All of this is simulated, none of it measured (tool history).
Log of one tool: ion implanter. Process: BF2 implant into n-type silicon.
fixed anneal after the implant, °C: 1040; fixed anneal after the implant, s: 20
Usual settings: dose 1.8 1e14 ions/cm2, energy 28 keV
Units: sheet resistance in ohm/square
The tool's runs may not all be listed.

run	day	dose	energy	read-back reference wafer on the same gauge, sheet resistance	sheet resistance
1	0	1.8	35	549.1	555.02
2	2.129	1.8	35	549.14	557.56
3	5.092	1.8	28	549.88	567.11
4	7.488	1.8	28	549.61	570.04
5	10.217	1.8	28	548.76	571.49
6	12.133	1.8	28	548.91	568.32
# day 13.517: extraction supply calibrated
7	13.683	1.8	28	548.6	569.52
# day 14.525: Faraday cup replaced and dose calibrated
8	15.242	1.8	28	548.64	543.54
9	22.421	1.8	34.5	549.05	534.47
# day 23.467: gauge calibrated
10	29.092	1.8	20.5	549.41	566.73
11	30.171	1.8	28	549.01	549.78
12	33.058	1.49	28	549.51	642.88
13	35.154	1.38	33.5	549.05	672.83
14	37.792	1.96	34.5	549.09	501.31
15	40.571	1.8	28	549.07	554.71
16	43.004	1.61	23	549.64	620.09

5 ways to go on from here, each from the tool as it stands after run 16. What would each give?
A	43.021	1.8	33.5	?	?
B	43.021	2.02	34.5	?	?
C	43.021	1.8	22.5	?	?
D	43.021	2.3	35.5	?	?
E	43.021	1.8	20	?	?

run	read-back reference wafer on the same gauge, sheet resistance	sheet resistance
A	549.14	542.4
B	549.14	491.28
C	549.14	567.68
D	549.14	439.58
E	549.14	575.05
Without the tool's hidden state the same runs would have given:
run	sheet resistance
A	529.43
B	479.5
C	553.87
D	429.01
E	560.96

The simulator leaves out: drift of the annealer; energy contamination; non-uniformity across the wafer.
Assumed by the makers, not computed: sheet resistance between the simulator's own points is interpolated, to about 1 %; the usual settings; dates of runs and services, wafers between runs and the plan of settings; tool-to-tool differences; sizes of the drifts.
